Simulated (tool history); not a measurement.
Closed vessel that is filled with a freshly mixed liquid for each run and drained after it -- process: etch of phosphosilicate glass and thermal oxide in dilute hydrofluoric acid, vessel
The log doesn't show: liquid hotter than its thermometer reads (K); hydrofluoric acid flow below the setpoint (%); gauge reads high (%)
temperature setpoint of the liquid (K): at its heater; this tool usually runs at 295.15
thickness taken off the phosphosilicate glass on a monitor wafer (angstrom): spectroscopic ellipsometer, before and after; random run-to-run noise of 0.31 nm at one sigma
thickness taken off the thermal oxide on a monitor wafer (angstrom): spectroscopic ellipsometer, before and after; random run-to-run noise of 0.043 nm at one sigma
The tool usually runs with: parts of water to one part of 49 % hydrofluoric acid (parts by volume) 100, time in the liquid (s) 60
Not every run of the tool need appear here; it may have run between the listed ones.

run,day,temperature setpoint of the liquid (K),parts of water to one part of 49 % hydrofluoric acid (parts by volume),time in the liquid (s),wafers since the last listed run,hours since the thermometer was replaced,hours since the hydrofluoric acid flow meter was replaced,hours since the gauge calibration,"read-back film thickness of the phosphosilicate glass reference wafer, read on the same gauge (nm)","read-back film thickness of the thermal oxide reference wafer, read on the same gauge (nm)",thickness taken off the phosphosilicate glass on a monitor wafer (angstrom),thickness taken off the thermal oxide on a monitor wafer (angstrom)
1,0.000,295.15,100,60,0,224.2,265.9,493.8,149.99,100.048,463.4,27.34
# day 0.704: gauge calibrated
2,1.392,295.15,100,60,2790,257.6,299.3,16.5,149.98,99.981,466.7,26.63
3,2.567,295.15,100,60,2355,285.8,327.5,44.7,149.99,100.021,461.3,26.98
4,3.492,295.15,100,85,1854,308.0,349.7,66.9,149.99,99.996,657.0,38.45
5,4.517,295.15,100,60,2055,332.6,374.3,91.5,149.98,99.995,453.0,26.67
6,5.688,295.15,100,60,2347,360.7,402.4,119.6,149.99,99.997,458.1,26.71
7,7.092,295.15,100,60,2815,394.4,436.1,153.3,149.98,99.983,457.8,26.46
8,7.962,295.15,100,60,1745,415.3,457.0,174.2,150.01,99.987,457.6,26.39
9,9.388,295.15,100,60,2857,449.5,491.2,208.4,149.99,99.990,454.2,26.49
10,12.629,295.15,100,60,6499,527.3,569.0,286.2,149.99,99.998,450.3,25.63
11,13.938,295.15,100,60,2623,558.7,600.4,317.6,150.00,99.990,447.9,25.53
12,15.396,295.15,90,60,2923,593.7,635.4,352.6,150.01,100.056,505.2,28.75
13,16.733,295.15,140,80,2681,625.8,667.5,384.7,149.99,99.957,407.5,23.59
14,18.108,295.15,100,90,2756,658.8,700.5,417.7,150.01,99.966,675.5,38.59
15,18.875,297.65,60,60,1537,677.2,718.9,436.1,150.00,100.037,868.6,49.80
16,20.046,293.15,85,35,2347,705.3,747.0,464.2,150.00,100.015,286.6,16.01
17,21.025,295.15,100,60,1963,728.8,770.5,487.7,149.99,100.036,437.3,25.47
18,22.112,291.15,150,60,2180,754.9,796.6,513.8,150.00,99.981,238.2,13.89
# day 23.321: gauge calibrated
19,23.483,298.65,65,85,2748,787.8,829.5,3.9,150.00,99.990,1146.4,65.87
# day 23.929: thermometer replaced
# day 24.562: hydrofluoric acid flow meter replaced
20,24.754,300.15,100,75,2380,19.8,4.6,34.4,149.98,99.984,730.8,41.70
21,25.729,295.15,70,90,1954,43.2,28.0,57.8,150.01,100.038,1051.0,60.10
22,26.429,299.65,75,50,1403,60.0,44.8,74.6,149.97,99.996,652.9,36.53
23,26.938,293.15,80,70,1019,72.2,57.0,86.8,150.00,99.970,651.6,39.03
24,27.650,298.15,135,30,1428,89.3,74.1,103.9,150.00,100.046,188.6,10.95
25,28.529,290.15,115,30,1762,110.4,95.2,125.0,150.00,100.036,165.6,9.65
26,31.062,295.15,90,60,5079,171.2,156.0,185.8,149.99,99.985,524.9,29.36

What would each run have given without the hidden state, its run-to-run variation left as it was?
run,thickness taken off the phosphosilicate glass on a monitor wafer (angstrom),thickness taken off the thermal oxide on a monitor wafer (angstrom)
1,477.9,28.19
2,482.9,27.56
3,478.8,28.01
4,683.7,40.01
5,472.6,27.82
6,479.4,27.95
7,480.8,27.80
8,481.8,27.78
9,479.9,28.00
10,479.9,27.31
11,479.1,27.30
12,542.0,30.85
13,440.2,25.49
14,730.6,41.74
15,938.8,53.83
16,311.1,17.38
17,476.8,27.76
18,261.1,15.22
19,1254.9,72.11
20,734.8,41.92
21,1059.0,60.55
22,659.1,36.87
23,658.5,39.45
24,191.1,11.09
25,168.0,9.79
26,536.1,29.99
